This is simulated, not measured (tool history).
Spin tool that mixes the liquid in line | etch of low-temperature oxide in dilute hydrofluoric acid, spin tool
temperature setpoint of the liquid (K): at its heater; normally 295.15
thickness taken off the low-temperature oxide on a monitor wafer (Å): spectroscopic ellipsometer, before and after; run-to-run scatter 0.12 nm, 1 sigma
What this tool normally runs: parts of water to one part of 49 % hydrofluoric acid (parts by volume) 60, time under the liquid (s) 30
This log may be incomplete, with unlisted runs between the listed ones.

| run | hour | temperature setpoint of the liquid (K) | parts of water to one part of 49 % hydrofluoric acid (parts by volume) | time under the liquid (s) | read-back film thickness of the low-temperature oxide reference wafer, read on the same gauge (nm) | thickness taken off the low-temperature oxide on a monitor wafer (Å) |
|---|---|---|---|---|---|---|
| 1 | 0.0 | 292.65 | 55 | 30 | 139.99 | 166.3 |
| 2 | 41.8 | 292.65 | 55 | 30 | 140.00 | 166.6 |
| 3 | 89.1 | 292.65 | 55 | 30 | 140.02 | 166.7 |
| 4 | 146.6 | 295.15 | 60 | 30 | 140.02 | 165.3 |
| 5 | 212.7 | 295.15 | 60 | 30 | 139.99 | 164.6 |
| 6 | 281.5 | 291.65 | 75 | 30 | 139.99 | 111.0 |
| 7 | 404.2 | 291.65 | 75 | 30 | 140.00 | 111.4 |
| 8 | 458.9 | 291.65 | 75 | 30 | 140.01 | 111.7 |
| 9 | 527.4 | 295.15 | 60 | 30 | 139.98 | 163.2 |
| 10 | 584.9 | 295.15 | 60 | 30 | 140.01 | 162.7 |
|  | 638.0 | gauge calibrated |
|  | 658.7 | thermometer replaced |
| 11 | 676.3 | 295.15 | 55 | 30 | 139.99 | 178.2 |
| 12 | 712.6 | 295.15 | 55 | 30 | 140.01 | 176.6 |
| 13 | 765.2 | 295.15 | 45 | 30 | 140.01 | 220.4 |
| 14 | 861.8 | 295.15 | 45 | 30 | 140.01 | 219.8 |
|  | 897.2 | hydrofluoric acid flow meter replaced |
| 15 | 944.9 | 295.15 | 30 | 30 | 140.03 | 369.4 |
| 16 | 1040.4 | 295.15 | 80 | 30 | 140.00 | 129.9 |
| 17 | 1099.1 | 295.15 | 60 | 20 | 139.99 | 116.5 |
| 18 | 1261.0 | 295.15 | 60 | 15 | 140.01 | 88.0 |
| 19 | 1304.0 | 295.15 | 45 | 15 | 140.00 | 119.1 |
| 20 | 1390.5 | 300.15 | 35 | 20 | 140.00 | 253.0 |
| 21 | 1479.8 | 291.65 | 75 | 30 | 140.01 | 117.2 |
| 22 | 1569.0 | 298.65 | 80 | 25 | 140.01 | 121.1 |
| 23 | 1606.5 | 300.15 | 85 | 15 | 140.00 | 72.4 |
| 24 | 1678.1 | 295.15 | 60 | 30 | 139.99 | 171.7 |
| 25 | 1747.9 | 292.65 | 50 | 30 | 140.00 | 186.2 |
| 26 | 1837.8 | 295.15 | 60 | 30 | 139.98 | 169.5 |
| 27 | 1892.7 | 291.65 | 50 | 20 | 139.99 | 120.4 |
| 28 | 1946.2 | 295.15 | 60 | 30 | 140.00 | 169.3 |
| 29 | 1983.1 | 295.15 | 60 | 40 | 140.01 | 224.3 |

Forecast each of these 4 alternatives for the next run:
| A | 1983.5 | 299.15 | 60 | 30 | ? | ? |
| B | 1983.5 | 290.15 | 60 | 30 | ? | ? |
| C | 1983.5 | 298.15 | 60 | 20 | ? | ? |
| D | 1983.5 | 295.15 | 40 | 30 | ? | ? |

| run | read-back film thickness of the low-temperature oxide reference wafer, read on the same gauge (nm) | thickness taken off the low-temperature oxide on a monitor wafer (Å) |
|---|---|---|
| A | 140.00 | 200.3 |
| B | 140.00 | 137.7 |
| C | 140.00 | 128.2 |
| D | 140.00 | 262.1 |
Take away the tool's hidden state, keep each run's random variation, and the runs would have read:
| run | thickness taken off the low-temperature oxide on a monitor wafer (Å) |
|---|---|
| A | 211.9 |
| B | 145.6 |
| C | 135.7 |
| D | 276.8 |
